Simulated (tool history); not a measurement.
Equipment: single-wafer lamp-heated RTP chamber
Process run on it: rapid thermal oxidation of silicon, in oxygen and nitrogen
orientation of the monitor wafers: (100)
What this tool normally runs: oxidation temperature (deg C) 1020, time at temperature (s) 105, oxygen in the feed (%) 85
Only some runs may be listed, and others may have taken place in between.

run	day	oxidation temperature (deg C)	time at temperature (s)	oxygen in the feed (%)	read-back reference wafer on the same gauge, thickness	oxide thickness on the monitor wafer (Å)
1	0	1020	105	85	7.54	92.26
2	4.217	1020	105	85	7.54	93.51
3	7.658	1020	105	85	7.545	94.06
4	10.188	1020	80	85	7.542	83.14
5	13.508	1020	80	85	7.533	83.22
6	15.042	1020	105	72	7.538	88.83
7	19.317	1020	105	85	7.548	94.5
# day 21.104: oxygen flow controller replaced
8	21.125	1020	105	85	7.532	95.14
# day 21.854: gauge calibrated
9	24.179	1020	105	85	7.546	95.72
10	26.65	1020	105	85	7.543	96.18
# day 28.308: pyrometer window cleaned and pyrometer calibrated
11	28.321	1004	83	98	7.546	78.01
12	31.421	1020	75	85	7.537	80.13
13	34.346	990	57	98	7.542	60.26
14	36.525	1020	105	85	7.527	93.13
15	39.212	997	105	98	7.535	83.77
16	42.138	1006	90	98	7.552	83.51
17	44.304	1020	105	85	7.536	94.6
18	48.729	1020	62	85	7.527	75.3

Hidden state, per run?
deviation of the oxygen flow from its setpoint, %: 0 at every run
gauge reads high (%): 0 at every run
H1: true wafer temperature minus pyrometer reading, K
run	H1
1	1.08
2	1.96
3	2.68
4	3.2
5	3.9
6	4.22
7	5.11
8	5.49
9	6.13
10	6.64
11	1.24
12	1.89
13	2.5
14	2.95
15	3.51
16	4.12
17	4.58
18	5.5

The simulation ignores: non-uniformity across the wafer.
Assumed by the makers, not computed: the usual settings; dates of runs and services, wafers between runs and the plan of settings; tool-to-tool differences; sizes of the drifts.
